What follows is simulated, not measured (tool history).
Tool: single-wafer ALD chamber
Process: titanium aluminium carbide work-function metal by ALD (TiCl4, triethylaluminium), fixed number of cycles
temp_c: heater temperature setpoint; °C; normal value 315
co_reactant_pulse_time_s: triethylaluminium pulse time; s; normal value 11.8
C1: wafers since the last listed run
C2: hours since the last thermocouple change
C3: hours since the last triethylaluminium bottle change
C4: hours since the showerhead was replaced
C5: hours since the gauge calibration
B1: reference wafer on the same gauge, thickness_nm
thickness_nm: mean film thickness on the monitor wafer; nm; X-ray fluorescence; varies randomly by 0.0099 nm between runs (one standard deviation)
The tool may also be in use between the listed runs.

run 1 day=0 | temp_c=315 co_reactant_pulse_time_s=11.8 | C1=0 C2=1834.8 C3=1364.4 C4=2919.4 C5=208.3 | B1=2.561 | thickness_nm=2.2
run 2 day=1.108 | temp_c=315 co_reactant_pulse_time_s=11.8 | C1=248 C2=1861.4 C3=1391 C4=2946 C5=234.9 | B1=2.561 | thickness_nm=2.187
run 3 day=2.058 | temp_c=315 co_reactant_pulse_time_s=11.8 | C1=212 C2=1884.2 C3=1413.8 C4=2968.8 C5=257.7 | B1=2.559 | thickness_nm=2.189
run 4 day=3.025 | temp_c=306 co_reactant_pulse_time_s=11.8 | C1=216 C2=1907.4 C3=1437 C4=2992 C5=280.9 | B1=2.558 | thickness_nm=2.111
run 5 day=4.196 | temp_c=306 co_reactant_pulse_time_s=11.8 | C1=262 C2=1935.5 C3=1465.1 C4=3020.1 C5=309 | B1=2.56 | thickness_nm=2.114
run 6 day=4.738 | temp_c=306 co_reactant_pulse_time_s=11.8 | C1=121 C2=1948.5 C3=1478.1 C4=3033.1 C5=322 | B1=2.56 | thickness_nm=2.131
run 7 day=5.875 | temp_c=315 co_reactant_pulse_time_s=8.41 | C1=254 C2=1975.8 C3=1505.4 C4=3060.4 C5=349.3 | B1=2.557 | thickness_nm=1.865
run 8 day=6.525 | temp_c=315 co_reactant_pulse_time_s=8.41 | C1=145 C2=1991.4 C3=1521 C4=3076 C5=364.9 | B1=2.56 | thickness_nm=1.863
run 9 day=7.375 | temp_c=315 co_reactant_pulse_time_s=8.41 | C1=190 C2=2011.8 C3=1541.4 C4=3096.4 C5=385.3 | B1=2.56 | thickness_nm=1.867
-- day=8.538 showerhead replaced
run 10 day=8.588 | temp_c=315 co_reactant_pulse_time_s=11.8 | C1=196 C2=2040.9 C3=1570.5 C4=1.2 C5=414.4 | B1=2.562 | thickness_nm=2.184
run 11 day=9.479 | temp_c=315 co_reactant_pulse_time_s=11.8 | C1=199 C2=2062.3 C3=1591.9 C4=22.6 C5=435.8 | B1=2.559 | thickness_nm=2.169
run 12 day=10.038 | temp_c=315 co_reactant_pulse_time_s=9.48 | C1=124 C2=2075.7 C3=1605.3 C4=36 C5=449.2 | B1=2.56 | thickness_nm=2
run 13 day=10.6 | temp_c=315 co_reactant_pulse_time_s=9.48 | C1=125 C2=2089.2 C3=1618.8 C4=49.5 C5=462.7 | B1=2.561 | thickness_nm=1.978
run 14 day=11.329 | temp_c=302 co_reactant_pulse_time_s=15.86 | C1=163 C2=2106.7 C3=1636.3 C4=67 C5=480.2 | B1=2.56 | thickness_nm=2.217
-- day=12.296 gauge calibrated
run 15 day=12.567 | temp_c=323 co_reactant_pulse_time_s=16.24 | C1=276 C2=2136.4 C3=1666 C4=96.7 C5=6.5 | B1=2.56 | thickness_nm=2.418
-- day=13.496 triethylaluminium bottle replaced
-- day=14.433 thermocouple changed; heater temperature recalibrated
run 16 day=16.383 | temp_c=308 co_reactant_pulse_time_s=11.8 | C1=704 C2=46.8 C3=69.3 C4=188.3 C5=98.1 | B1=2.562 | thickness_nm=2.324
run 17 day=17.333 | temp_c=328 co_reactant_pulse_time_s=7.16 | C1=212 C2=69.6 C3=92.1 C4=211.1 C5=120.9 | B1=2.561 | thickness_nm=2.164
run 18 day=18.275 | temp_c=315 co_reactant_pulse_time_s=8.51 | C1=210 C2=92.2 C3=114.7 C4=233.7 C5=143.5 | B1=2.559 | thickness_nm=2.225
run 19 day=19.679 | temp_c=315 co_reactant_pulse_time_s=11.8 | C1=314 C2=125.9 C3=148.4 C4=267.4 C5=177.2 | B1=2.56 | thickness_nm=2.401
run 20 day=20.521 | temp_c=315 co_reactant_pulse_time_s=11.8 | C1=188 C2=146.1 C3=168.6 C4=287.6 C5=197.4 | B1=2.559 | thickness_nm=2.357
run 21 day=21.125 | temp_c=326 co_reactant_pulse_time_s=11.8 | C1=135 C2=160.6 C3=183.1 C4=302.1 C5=211.9 | B1=2.56 | thickness_nm=2.447
run 22 day=22.271 | temp_c=315 co_reactant_pulse_time_s=8.41 | C1=256 C2=188.1 C3=210.6 C4=329.6 C5=239.4 | B1=2.559 | thickness_nm=2.174
run 23 day=23.45 | temp_c=307 co_reactant_pulse_time_s=15.02 | C1=263 C2=216.4 C3=238.9 C4=357.9 C5=267.7 | B1=2.56 | thickness_nm=2.366
run 24 day=24.488 | temp_c=306 co_reactant_pulse_time_s=13.79 | C1=232 C2=241.3 C3=263.8 C4=382.8 C5=292.6 | B1=2.56 | thickness_nm=2.315
run 25 day=27.3 | temp_c=315 co_reactant_pulse_time_s=11.8 | C1=629 C2=308.8 C3=331.3 C4=450.3 C5=360.1 | B1=2.561 | thickness_nm=2.334
run 26 day=28.692 | temp_c=308 co_reactant_pulse_time_s=9.7 | C1=311 C2=342.2 C3=364.7 C4=483.7 C5=393.5 | B1=2.561 | thickness_nm=2.19
run 27 day=29.429 | temp_c=308 co_reactant_pulse_time_s=14.09 | C1=165 C2=359.9 C3=382.4 C4=501.4 C5=411.2 | B1=2.56 | thickness_nm=2.322
run 28 day=29.967 | temp_c=315 co_reactant_pulse_time_s=11.8 | C1=120 C2=372.8 C3=395.3 C4=514.3 C5=424.1 | B1=2.56 | thickness_nm=2.343
run 29 day=30.671 | temp_c=315 co_reactant_pulse_time_s=9.26 | C1=157 C2=389.7 C3=412.2 C4=531.2 C5=441 | B1=2.561 | thickness_nm=2.171
run 30 day=31.796 | temp_c=304 co_reactant_pulse_time_s=14.01 | C1=251 C2=416.7 C3=439.2 C4=558.2 C5=468 | B1=2.558 | thickness_nm=2.298
run 31 day=32.721 | temp_c=315 co_reactant_pulse_time_s=11.8 | C1=207 C2=438.9 C3=461.4 C4=580.4 C5=490.2 | B1=2.561 | thickness_nm=2.316
-- day=32.888 gauge calibrated
run 32 day=33.621 | temp_c=305 co_reactant_pulse_time_s=10.15 | C1=201 C2=460.5 C3=483 C4=602 C5=17.6 | B1=2.559 | thickness_nm=2.157
run 33 day=35.062 | temp_c=319 co_reactant_pulse_time_s=15.14 | C1=322 C2=495.1 C3=517.6 C4=636.6 C5=52.2 | B1=2.563 | thickness_nm=2.428

List, for all runs, the conditions of the tool that the log does not record:
wafer temperature above the value expected at the setpoint (K): 0 on each run
gauge reads high (%): 0 on each run
H1: triethylaluminium dose above that of a fresh bottle (%)
run=1 H1=-36.6
run=2 H1=-36.7
run=3 H1=-36.9
run=4 H1=-37
run=5 H1=-37.1
run=6 H1=-37.2
run=7 H1=-37.3
run=8 H1=-37.4
run=9 H1=-37.5
run=10 H1=-37.6
run=11 H1=-37.7
run=12 H1=-37.8
run=13 H1=-37.8
run=14 H1=-37.9
run=15 H1=-38
run=16 H1=-7.8
run=17 H1=-9.07
run=18 H1=-10.3
run=19 H1=-12
run=20 H1=-13
run=21 H1=-13.7
run=22 H1=-14.9
run=23 H1=-16.1
run=24 H1=-17.2
run=25 H1=-19.8
run=26 H1=-20.9
run=27 H1=-21.5
run=28 H1=-21.9
run=29 H1=-22.5
run=30 H1=-23.3
run=31 H1=-24
run=32 H1=-24.6
run=33 H1=-25.5
